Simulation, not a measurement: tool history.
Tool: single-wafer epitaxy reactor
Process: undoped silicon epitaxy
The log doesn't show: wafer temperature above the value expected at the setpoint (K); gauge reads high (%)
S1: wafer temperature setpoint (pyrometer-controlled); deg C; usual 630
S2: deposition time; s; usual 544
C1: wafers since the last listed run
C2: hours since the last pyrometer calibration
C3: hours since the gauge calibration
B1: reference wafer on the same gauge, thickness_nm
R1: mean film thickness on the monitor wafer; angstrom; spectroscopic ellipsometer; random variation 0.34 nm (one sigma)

run    hour   S1   S2   C1      C2      C3      B1      R1
  1       0  627  465    0   735.8   142.8  51.478  471.57
  2    63.8  627  465  262   799.6   206.6  51.449  477.16
  3    89.2  630  544  104     825     232  51.502  584.12
  4   152.6  630  544  260   888.4   295.4  51.553  590.86
  5   211.3  630  544  241   947.1   354.1  51.563   590.1
  6   248.7  630  544  153   984.5   391.5  51.591  589.88
  7   288.4  630  544  163  1024.2   431.2  51.569  586.15
  8     349  630  544  248  1084.8   491.8  51.693  583.95
  9   400.2  630  544  210    1136     543  51.807  593.62
 10   453.2  630  624  217    1189     596  51.795  672.47
 11   484.1  630  624  126  1219.9   626.9  51.784  672.71
 12   551.7  630  544  277  1287.5   694.5  51.913  594.09
 13   578.5  630  544  110  1314.3   721.3  51.975  585.49
 14     731  630  544  626  1466.8   873.8  52.123   593.6
 15   767.6  637  544  150  1503.4   910.4  52.214  684.48
 16     828  637  544  248  1563.8   970.8  52.322  685.58
 17   863.5  630  544  145  1599.3  1006.3  52.386   592.9
 18   910.8  630  544  194  1646.6  1053.6  52.519  598.75
 19   955.1  630  544  181  1690.9  1097.9  52.538  600.27
 20  1008.2  630  544  218    1744    1151  52.688  600.59
 21    1037  619  544  118  1772.8  1179.8  52.774   480.4
 22  1098.8  644  443  253  1834.6  1241.6  52.937  646.63
 23  1164.7  643  501  270  1900.5  1307.5  53.028  721.37
 24  1217.5  630  544  216  1953.3  1360.3  53.252  605.73
 25  1243.2  635  634  105    1979    1386  53.248  774.72
 26  1294.3  623  544  209  2030.1  1437.1  53.405  531.23
 27  1349.5  641  544  226  2085.3  1492.3  53.563  761.82
 28  1418.4  634  633  282  2154.2  1561.2  53.738  772.11
 29  1485.9  630  544  277  2221.7  1628.7   53.97     613
 30  1534.4  643  501  199  2270.2  1677.2  54.146  736.91
 31  1657.7  616  544  506  2393.5  1800.5  54.519  467.92
     1702.5  -- gauge calibrated
     1843.2  -- pyrometer calibrated
 32  1867.7  639  544  829    24.5   165.2  51.348  706.71
 33  1895.7  630  580  115    52.5   193.2   51.37   628.7
 34  1940.8  630  449  185    97.6   238.3  51.391  485.35
 35  1985.5  643  622  183   142.3     283  51.367  865.55
 36  2056.7  619  485  292   213.5   354.2  51.447  418.59
 37  2082.4  637  496  105   239.2   379.9  51.468   615.7
 38  2148.9  630  544  273   305.7   446.4  51.506  579.72
 39  2213.7  622  515  266   370.5   511.2  51.588  475.31
 40  2258.9  634  633  185   415.7   556.4  51.676  746.82
 41  2292.2  637  579  136     449   589.7  51.679  725.75
 42  2333.9  640  544  171   490.7   631.4  51.735   715.2

Measured less the same run without the tool's hidden state. The same run-to-run variation is in both; the gauge's scatter may not be:
run      R1
  1   -0.31
  2   -0.12
  3   -0.02
  4   +0.35
  5   +0.76
  6   +1.06
  7   +1.41
  8   +2.01
  9   +2.62
 10   +3.71
 11   +4.18
 12   +4.66
 13      +5
 14   +7.68
 15   +9.67
 16  +11.09
 17  +10.33
 18  +11.47
 19  +12.53
 20  +13.81
 21  +11.61
 22  +17.34
 23  +21.45
 24   +19.5
 25   +25.9
 26  +19.08
 27  +29.48
 28  +32.65
 29  +28.15
 30  +35.84
 31   +26.1
 32   -1.67
 33   -1.37
 34   -0.89
 35    -1.2
 36   -0.23
 37   -0.12
 38   +0.48
 39   +0.93
 40   +2.14
 41   +2.58
 42   +3.22
